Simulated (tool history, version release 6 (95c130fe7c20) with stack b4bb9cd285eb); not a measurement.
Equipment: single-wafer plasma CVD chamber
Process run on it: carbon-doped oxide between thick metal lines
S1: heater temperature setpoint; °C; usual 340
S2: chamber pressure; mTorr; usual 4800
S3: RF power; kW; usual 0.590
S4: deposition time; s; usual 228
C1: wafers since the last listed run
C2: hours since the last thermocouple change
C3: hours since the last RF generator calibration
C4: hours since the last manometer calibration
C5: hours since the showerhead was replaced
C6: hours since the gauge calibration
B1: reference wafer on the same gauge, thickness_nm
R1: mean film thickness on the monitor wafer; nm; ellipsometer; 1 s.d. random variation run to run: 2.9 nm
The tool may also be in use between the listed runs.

{"run": 1, "hour": 0.0, "S1": 340, "S2": 4800, "S3": 0.59, "S4": 228, "C1": 0, "C2": 2097.1, "C3": 1334.7, "C4": 1789.4, "C5": 3271.9, "C6": 977.5, "B1": 1341.941, "R1": 1298.729}
{"run": 2, "hour": 39.6, "S1": 340, "S2": 4800, "S3": 0.59, "S4": 228, "C1": 280, "C2": 2136.7, "C3": 1374.3, "C4": 1829.0, "C5": 3311.5, "C6": 1017.1, "B1": 1340.269, "R1": 1298.843}
{"run": 3, "hour": 77.7, "S1": 348, "S2": 4800, "S3": 0.59, "S4": 228, "C1": 269, "C2": 2174.8, "C3": 1412.4, "C4": 1867.1, "C5": 3349.6, "C6": 1055.2, "B1": 1340.11, "R1": 1273.745}
{"run": 4, "hour": 133.6, "S1": 348, "S2": 4800, "S3": 0.59, "S4": 228, "C1": 395, "C2": 2230.7, "C3": 1468.3, "C4": 1923.0, "C5": 3405.5, "C6": 1111.1, "B1": 1339.985, "R1": 1272.24}
{"hour": 138.4, "done": "gauge calibrated"}
{"run": 5, "hour": 171.6, "S1": 348, "S2": 4800, "S3": 0.59, "S4": 228, "C1": 269, "C2": 2268.7, "C3": 1506.3, "C4": 1961.0, "C5": 3443.5, "C6": 33.2, "B1": 1339.05, "R1": 1269.564}
{"run": 6, "hour": 224.9, "S1": 340, "S2": 4800, "S3": 0.59, "S4": 228, "C1": 377, "C2": 2322.0, "C3": 1559.6, "C4": 2014.3, "C5": 3496.8, "C6": 86.5, "B1": 1341.941, "R1": 1292.468}
{"hour": 243.9, "done": "RF generator calibrated"}
{"hour": 257.6, "done": "thermocouple changed; heater temperature recalibrated"}
{"run": 7, "hour": 275.1, "S1": 340, "S2": 4800, "S3": 0.59, "S4": 228, "C1": 242, "C2": 17.5, "C3": 31.2, "C4": 2064.5, "C5": 3547.0, "C6": 136.7, "B1": 1338.327, "R1": 1333.671}
{"run": 8, "hour": 344.0, "S1": 340, "S2": 4800, "S3": 0.59, "S4": 228, "C1": 488, "C2": 86.4, "C3": 100.1, "C4": 2133.4, "C5": 3615.9, "C6": 205.6, "B1": 1339.342, "R1": 1332.279}
{"run": 9, "hour": 399.9, "S1": 340, "S2": 4800, "S3": 0.59, "S4": 228, "C1": 395, "C2": 142.3, "C3": 156.0, "C4": 2189.3, "C5": 3671.8, "C6": 261.5, "B1": 1340.529, "R1": 1329.985}
{"run": 10, "hour": 424.0, "S1": 340, "S2": 4800, "S3": 0.59, "S4": 228, "C1": 170, "C2": 166.4, "C3": 180.1, "C4": 2213.4, "C5": 3695.9, "C6": 285.6, "B1": 1340.534, "R1": 1322.742}
{"run": 11, "hour": 470.8, "S1": 328, "S2": 5870, "S3": 0.52, "S4": 228, "C1": 331, "C2": 213.2, "C3": 226.9, "C4": 2260.2, "C5": 3742.7, "C6": 332.4, "B1": 1340.236, "R1": 1317.627}
{"run": 12, "hour": 521.3, "S1": 340, "S2": 4800, "S3": 0.59, "S4": 228, "C1": 357, "C2": 263.7, "C3": 277.4, "C4": 2310.7, "C5": 3793.2, "C6": 382.9, "B1": 1340.259, "R1": 1325.986}
{"run": 13, "hour": 591.2, "S1": 336, "S2": 5620, "S3": 0.555, "S4": 228, "C1": 495, "C2": 333.6, "C3": 347.3, "C4": 2380.6, "C5": 3863.1, "C6": 452.8, "B1": 1339.823, "R1": 1326.631}
{"run": 14, "hour": 627.2, "S1": 347, "S2": 4800, "S3": 0.59, "S4": 271, "C1": 255, "C2": 369.6, "C3": 383.3, "C4": 2416.6, "C5": 3899.1, "C6": 488.8, "B1": 1340.599, "R1": 1541.016}
{"run": 15, "hour": 686.1, "S1": 340, "S2": 4800, "S3": 0.59, "S4": 228, "C1": 417, "C2": 428.5, "C3": 442.2, "C4": 2475.5, "C5": 3958.0, "C6": 547.7, "B1": 1340.01, "R1": 1314.889}
{"run": 16, "hour": 714.1, "S1": 340, "S2": 4800, "S3": 0.59, "S4": 228, "C1": 198, "C2": 456.5, "C3": 470.2, "C4": 2503.5, "C5": 3986.0, "C6": 575.7, "B1": 1340.05, "R1": 1311.525}
{"hour": 769.5, "done": "showerhead replaced"}
{"run": 17, "hour": 770.0, "S1": 334, "S2": 4800, "S3": 0.55, "S4": 255, "C1": 339, "C2": 512.4, "C3": 526.1, "C4": 2559.4, "C5": 0.5, "C6": 631.6, "B1": 1339.865, "R1": 1441.592}
{"run": 18, "hour": 796.6, "S1": 340, "S2": 4800, "S3": 0.59, "S4": 228, "C1": 188, "C2": 539.0, "C3": 552.7, "C4": 2586.0, "C5": 27.1, "C6": 658.2, "B1": 1340.307, "R1": 1308.107}
{"hour": 827.3, "done": "capacitance manometer re-zeroed and calibrated"}
{"run": 19, "hour": 866.3, "S1": 340, "S2": 4800, "S3": 0.695, "S4": 259, "C1": 437, "C2": 608.7, "C3": 622.4, "C4": 39.0, "C5": 96.8, "C6": 727.9, "B1": 1339.853, "R1": 1632.152}
{"run": 20, "hour": 899.2, "S1": 340, "S2": 4390, "S3": 0.59, "S4": 228, "C1": 233, "C2": 641.6, "C3": 655.3, "C4": 71.9, "C5": 129.7, "C6": 760.8, "B1": 1340.567, "R1": 1284.691}
{"run": 21, "hour": 951.8, "S1": 340, "S2": 4800, "S3": 0.59, "S4": 228, "C1": 372, "C2": 694.2, "C3": 707.9, "C4": 124.5, "C5": 182.3, "C6": 813.4, "B1": 1341.776, "R1": 1312.119}
{"run": 22, "hour": 994.8, "S1": 332, "S2": 5680, "S3": 0.59, "S4": 240, "C1": 304, "C2": 737.2, "C3": 750.9, "C4": 167.5, "C5": 225.3, "C6": 856.4, "B1": 1340.42, "R1": 1447.592}
{"run": 23, "hour": 1049.1, "S1": 335, "S2": 4800, "S3": 0.675, "S4": 228, "C1": 384, "C2": 791.5, "C3": 805.2, "C4": 221.8, "C5": 279.6, "C6": 910.7, "B1": 1341.006, "R1": 1415.815}
{"run": 24, "hour": 1076.4, "S1": 326, "S2": 4140, "S3": 0.695, "S4": 192, "C1": 193, "C2": 818.8, "C3": 832.5, "C4": 249.1, "C5": 306.9, "C6": 938.0, "B1": 1341.243, "R1": 1210.344}
{"run": 25, "hour": 1107.2, "S1": 340, "S2": 6000, "S3": 0.67, "S4": 228, "C1": 218, "C2": 849.6, "C3": 863.3, "C4": 279.9, "C5": 337.7, "C6": 968.8, "B1": 1340.783, "R1": 1451.246}
{"run": 26, "hour": 1150.0, "S1": 336, "S2": 3680, "S3": 0.7, "S4": 228, "C1": 303, "C2": 892.4, "C3": 906.1, "C4": 322.7, "C5": 380.5, "C6": 1011.6, "B1": 1338.975, "R1": 1385.137}
{"hour": 1179.7, "done": "gauge calibrated"}
{"run": 27, "hour": 1198.0, "S1": 340, "S2": 5920, "S3": 0.515, "S4": 228, "C1": 340, "C2": 940.4, "C3": 954.1, "C4": 370.7, "C5": 428.5, "C6": 18.3, "B1": 1340.79, "R1": 1254.25}
{"run": 28, "hour": 1237.1, "S1": 340, "S2": 5920, "S3": 0.515, "S4": 228, "C1": 276, "C2": 979.5, "C3": 993.2, "C4": 409.8, "C5": 467.6, "C6": 57.4, "B1": 1338.894, "R1": 1251.635}

4 ways to go on from here, each from the tool as it stands after run 28. What would each give?
{"run": "A", "hour": 1237.6, "S1": 330, "S2": 4800, "S3": 0.59, "S4": 228, "C1": 3, "C2": 980.0, "C3": 993.7, "C4": 410.3, "C5": 468.1, "C6": 57.9, "B1": "?", "R1": "?"}
{"run": "B", "hour": 1237.6, "S1": 340, "S2": 4800, "S3": 0.675, "S4": 228, "C1": 3, "C2": 980.0, "C3": 993.7, "C4": 410.3, "C5": 468.1, "C6": 57.9, "B1": "?", "R1": "?"}
{"run": "C", "hour": 1237.6, "S1": 340, "S2": 4070, "S3": 0.49, "S4": 207, "C1": 3, "C2": 980.0, "C3": 993.7, "C4": 410.3, "C5": 468.1, "C6": 57.9, "B1": "?", "R1": "?"}
{"run": "D", "hour": 1237.6, "S1": 327, "S2": 4340, "S3": 0.67, "S4": 273, "C1": 3, "C2": 980.0, "C3": 993.7, "C4": 410.3, "C5": 468.1, "C6": 57.9, "B1": "?", "R1": "?"}

run=A B1=1338.470 R1=1334.352
run=B B1=1338.470 R1=1398.960
run=C B1=1338.470 R1=1036.277
run=D B1=1338.470 R1=1693.241
With the hidden condition removed and each run's random variation left untouched, the same runs would have given:
run=A R1=1366.505
run=B R1=1430.837
run=C R1=1061.189
run=D R1=1734.208
